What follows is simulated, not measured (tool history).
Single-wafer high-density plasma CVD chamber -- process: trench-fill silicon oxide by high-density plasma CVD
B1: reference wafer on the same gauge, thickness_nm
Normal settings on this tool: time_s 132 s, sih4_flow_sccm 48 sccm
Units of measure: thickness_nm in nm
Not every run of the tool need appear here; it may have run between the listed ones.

Run 1, hour 0: usual settings; B1 534.188. Result: thickness_nm 614.898 nm.
Run 2, hour 70: usual settings; B1 533.252. Result: thickness_nm 615.828 nm.
Run 3, hour 131.2: usual settings; B1 533.534. Result: thickness_nm 611.493 nm.
Run 4, hour 197.5: usual settings; B1 534.478. Result: thickness_nm 619.78 nm.
Run 5, hour 266.7: usual settings; B1 534.043. Result: thickness_nm 620.168 nm.
Run 6, hour 324.6: usual settings; B1 534.019. Result: thickness_nm 616.643 nm.
Run 7, hour 379.8: usual settings; B1 534.404. Result: thickness_nm 621.949 nm.
Run 8, hour 413.1: usual settings; B1 533.807. Result: thickness_nm 624.503 nm.
Run 9, hour 457.2: usual settings; B1 534.144. Result: thickness_nm 623.516 nm.
Run 10, hour 515.3: usual settings; B1 533.997. Result: thickness_nm 622.443 nm.
Run 11, hour 549.8: usual settings; B1 534.703. Result: thickness_nm 622.036 nm.
Run 12, hour 619: usual settings; B1 533.832. Result: thickness_nm 625.124 nm.
Run 13, hour 645.2: usual settings; B1 534.289. Result: thickness_nm 624.687 nm.
Run 14, hour 701.1: usual settings; B1 535.164. Result: thickness_nm 619.156 nm.
Run 15, hour 763.3: usual settings; B1 535.291. Result: thickness_nm 621.732 nm.
Run 16, hour 788.8: usual settings; B1 534.104. Result: thickness_nm 632.434 nm.
Run 17, hour 851.7: usual settings; B1 533.472. Result: thickness_nm 625.32 nm.
Run 18, hour 886.5: usual settings but time_s 122 s; B1 533.621. Result: thickness_nm 577.152 nm.
At hour 886.5: gauge calibrated.
Run 19, hour 944.5: usual settings but time_s 122 s; B1 533.484. Result: thickness_nm 574.867 nm.
Run 20, hour 969.6: usual settings but time_s 122 s; B1 533.147. Result: thickness_nm 579.508 nm.
Run 21, hour 1025.8: usual settings; B1 533.484. Result: thickness_nm 628.16 nm.
Run 22, hour 1089.2: usual settings; B1 533.929. Result: thickness_nm 620.361 nm.
Run 23, hour 1132.9: usual settings but time_s 111 s, sih4_flow_sccm 44 sccm; B1 533.792. Result: thickness_nm 479.27 nm.
Run 24, hour 1177.2: usual settings but time_s 115 s, sih4_flow_sccm 51 sccm; B1 534.014. Result: thickness_nm 579.158 nm.
Run 25, hour 1233: usual settings; B1 533.991. Result: thickness_nm 626.398 nm.
Run 26, hour 1262.3: usual settings but time_s 115 s, sih4_flow_sccm 57 sccm; B1 534.063. Result: thickness_nm 650.493 nm.
Run 27, hour 1307.2: usual settings but time_s 149 s, sih4_flow_sccm 40 sccm; B1 533.286. Result: thickness_nm 592.631 nm.
Run 28, hour 1345.8: usual settings but time_s 122 s; B1 533.633. Result: thickness_nm 583.229 nm.
Run 29, hour 1372: usual settings; B1 533.692. Result: thickness_nm 626.274 nm.
At hour 1402.4: silane flow controller replaced.
Run 30, hour 1415.6: usual settings but time_s 118 s; B1 533.16. Result: thickness_nm 530.578 nm.
Run 31, hour 1455.7: usual settings but time_s 143 s; B1 533.979. Result: thickness_nm 647.53 nm.
Run 32, hour 1512.8: usual settings but time_s 112 s; B1 533.761. Result: thickness_nm 510.816 nm.
Run 33, hour 1578.6: usual settings but time_s 116 s, sih4_flow_sccm 39 sccm; B1 534.436. Result: thickness_nm 430.942 nm.
Run 34, hour 1643.1: usual settings but time_s 110 s, sih4_flow_sccm 51 sccm; B1 534.285. Result: thickness_nm 540.032 nm.
Run 35, hour 1679.4: usual settings but sih4_flow_sccm 42 sccm; B1 533.584. Result: thickness_nm 533.284 nm.
Run 36, hour 1736.4: usual settings but time_s 158 s, sih4_flow_sccm 39 sccm; B1 533.646. Result: thickness_nm 591.221 nm.
Run 37, hour 1897.6: usual settings; B1 533.937. Result: thickness_nm 610.655 nm.
Run 38, hour 1923.4: usual settings but time_s 153 s; B1 534.43. Result: thickness_nm 705.027 nm.
Run 39, hour 1976.3: usual settings but time_s 154 s, sih4_flow_sccm 44 sccm; B1 534.937. Result: thickness_nm 659.023 nm.
Run 40, hour 2168.6: usual settings but sih4_flow_sccm 44 sccm; B1 532.544. Result: thickness_nm 566.375 nm.
Run 41, hour 2205.3: usual settings but time_s 151 s, sih4_flow_sccm 43 sccm; B1 534.996. Result: thickness_nm 633.344 nm.
Run 42, hour 2252.9: usual settings but sih4_flow_sccm 51 sccm; B1 534.11. Result: thickness_nm 649.896 nm.
Run 43, hour 2298.9: usual settings; B1 533.54. Result: thickness_nm 621.93 nm.
Run 44, hour 2339.6: usual settings; B1 533.63. Result: thickness_nm 616.5 nm.
Run 45, hour 2401.3: usual settings but time_s 121 s, sih4_flow_sccm 39 sccm; B1 534.596. Result: thickness_nm 465.322 nm.

Below, some changes in thickness_nm between adjacent runs. For each, the amount present without the hidden state too (settings, incoming material, random variation) and the amount remaining for the hidden state with gauge scatter not shared by both compared results:
Hidden conditions of the tool in this case: delivered silane flow above the setpoint (%); gauge reads high (%).
Run 22 -> 23: time_s 132 -> 111, sih4_flow_sccm 48 -> 44. thickness_nm -141.091 nm: hidden state -7.221, all else -133.87.
Run 29 -> 30: time_s 132 -> 118, silane flow controller replaced. thickness_nm -95.696 nm: hidden state -32.786, all else -62.91.
Run 31 -> 32: time_s 143 -> 112. thickness_nm -136.714 nm: hidden state +1.836, all else -138.55.
Run 44 -> 45: time_s 132 -> 121, sih4_flow_sccm 48 -> 39. thickness_nm -151.178 nm: hidden state -6.035, all else -145.143.

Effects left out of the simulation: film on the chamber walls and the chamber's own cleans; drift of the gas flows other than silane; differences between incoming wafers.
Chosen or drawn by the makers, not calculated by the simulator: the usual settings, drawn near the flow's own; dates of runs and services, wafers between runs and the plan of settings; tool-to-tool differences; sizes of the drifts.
